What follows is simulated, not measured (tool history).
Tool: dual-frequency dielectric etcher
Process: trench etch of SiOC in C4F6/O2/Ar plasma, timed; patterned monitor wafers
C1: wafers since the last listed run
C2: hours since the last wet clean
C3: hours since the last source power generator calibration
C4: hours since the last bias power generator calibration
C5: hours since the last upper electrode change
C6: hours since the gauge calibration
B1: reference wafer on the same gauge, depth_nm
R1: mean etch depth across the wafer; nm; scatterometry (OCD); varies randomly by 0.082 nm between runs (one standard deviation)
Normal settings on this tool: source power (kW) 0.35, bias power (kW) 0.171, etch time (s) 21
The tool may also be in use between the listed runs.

run 1 hour=0 | source_power_(kW)=0.35 bias_power_(kW)=0.171 etch_time_(s)=21 | C1=0 C2=180.1 C3=3961.8 C4=3123.2 C5=5656.9 C6=167.2 | B1=36.8 | R1=38.13
run 2 hour=35.4 | source_power_(kW)=0.35 bias_power_(kW)=0.171 etch_time_(s)=21 | C1=828 C2=215.5 C3=3997.2 C4=3158.6 C5=5692.3 C6=202.6 | B1=36.77 | R1=38.09
run 3 hour=62.5 | source_power_(kW)=0.35 bias_power_(kW)=0.171 etch_time_(s)=21 | C1=634 C2=242.6 C3=4024.3 C4=3185.7 C5=5719.4 C6=229.7 | B1=36.83 | R1=38.3
run 4 hour=85.7 | source_power_(kW)=0.35 bias_power_(kW)=0.162 etch_time_(s)=21 | C1=542 C2=265.8 C3=4047.5 C4=3208.9 C5=5742.6 C6=252.9 | B1=36.78 | R1=37.34
-- hour=104.9 bias power generator calibrated
run 5 hour=107.4 | source_power_(kW)=0.35 bias_power_(kW)=0.162 etch_time_(s)=21 | C1=414 C2=287.5 C3=4069.2 C4=2.5 C5=5764.3 C6=274.6 | B1=36.78 | R1=37.62
run 6 hour=121.7 | source_power_(kW)=0.35 bias_power_(kW)=0.171 etch_time_(s)=21 | C1=334 C2=301.8 C3=4083.5 C4=16.8 C5=5778.6 C6=288.9 | B1=36.81 | R1=38.02
run 7 hour=137 | source_power_(kW)=0.35 bias_power_(kW)=0.171 etch_time_(s)=21 | C1=357 C2=317.1 C3=4098.8 C4=32.1 C5=5793.9 C6=304.2 | B1=36.79 | R1=38.05
-- hour=160.6 source power generator calibrated
-- hour=178.8 upper electrode replaced
-- hour=189.4 wet clean of the chamber
run 8 hour=189.9 | source_power_(kW)=0.39 bias_power_(kW)=0.171 etch_time_(s)=21 | C1=469 C2=0.5 C3=29.3 C4=85 C5=11.1 C6=357.1 | B1=36.79 | R1=39.78
run 9 hour=190.3 | source_power_(kW)=0.3 bias_power_(kW)=0.171 etch_time_(s)=21 | C1=9 C2=0.9 C3=29.7 C4=85.4 C5=11.5 C6=357.5 | B1=36.81 | R1=35.84
-- hour=195.5 gauge calibrated
run 10 hour=202.1 | source_power_(kW)=0.43 bias_power_(kW)=0.208 etch_time_(s)=23.5 | C1=276 C2=12.7 C3=41.5 C4=97.2 C5=23.3 C6=6.6 | B1=36.78 | R1=48.88
run 11 hour=228 | source_power_(kW)=0.28 bias_power_(kW)=0.206 etch_time_(s)=21 | C1=605 C2=38.6 C3=67.4 C4=123.1 C5=49.2 C6=32.5 | B1=36.79 | R1=36.93
run 12 hour=245.2 | source_power_(kW)=0.31 bias_power_(kW)=0.205 etch_time_(s)=18 | C1=402 C2=55.8 C3=84.6 C4=140.3 C5=66.4 C6=49.7 | B1=36.79 | R1=32.75
run 13 hour=279.4 | source_power_(kW)=0.35 bias_power_(kW)=0.171 etch_time_(s)=21 | C1=800 C2=90 C3=118.8 C4=174.5 C5=100.6 C6=83.9 | B1=36.79 | R1=38.08
run 14 hour=306.2 | source_power_(kW)=0.42 bias_power_(kW)=0.202 etch_time_(s)=19.5 | C1=627 C2=116.8 C3=145.6 C4=201.3 C5=127.4 C6=110.7 | B1=36.79 | R1=39.81

Each row is a separate what-if for the run after 14, all from the same tool condition, not one after another. Results?
run A hour=306.6 | source_power_(kW)=0.35 bias_power_(kW)=0.171 etch_time_(s)=27.5 | C1=9 C2=117.2 C3=146 C4=201.7 C5=127.8 C6=111.1 | B1=? | R1=?
run B hour=306.6 | source_power_(kW)=0.39 bias_power_(kW)=0.195 etch_time_(s)=23 | C1=9 C2=117.2 C3=146 C4=201.7 C5=127.8 C6=111.1 | B1=? | R1=?
run C hour=306.6 | source_power_(kW)=0.27 bias_power_(kW)=0.204 etch_time_(s)=26.5 | C1=9 C2=117.2 C3=146 C4=201.7 C5=127.8 C6=111.1 | B1=? | R1=?
run D hour=306.6 | source_power_(kW)=0.35 bias_power_(kW)=0.204 etch_time_(s)=24.5 | C1=9 C2=117.2 C3=146 C4=201.7 C5=127.8 C6=111.1 | B1=? | R1=?

run=A B1=36.77 R1=49.86
run=B B1=36.77 R1=45.22
run=C B1=36.77 R1=45.7
run=D B1=36.77 R1=46.78
Without the tool's unlogged condition, the same runs would have read:
run=A R1=49.86
run=B R1=45.22
run=C R1=45.7
run=D R1=46.78

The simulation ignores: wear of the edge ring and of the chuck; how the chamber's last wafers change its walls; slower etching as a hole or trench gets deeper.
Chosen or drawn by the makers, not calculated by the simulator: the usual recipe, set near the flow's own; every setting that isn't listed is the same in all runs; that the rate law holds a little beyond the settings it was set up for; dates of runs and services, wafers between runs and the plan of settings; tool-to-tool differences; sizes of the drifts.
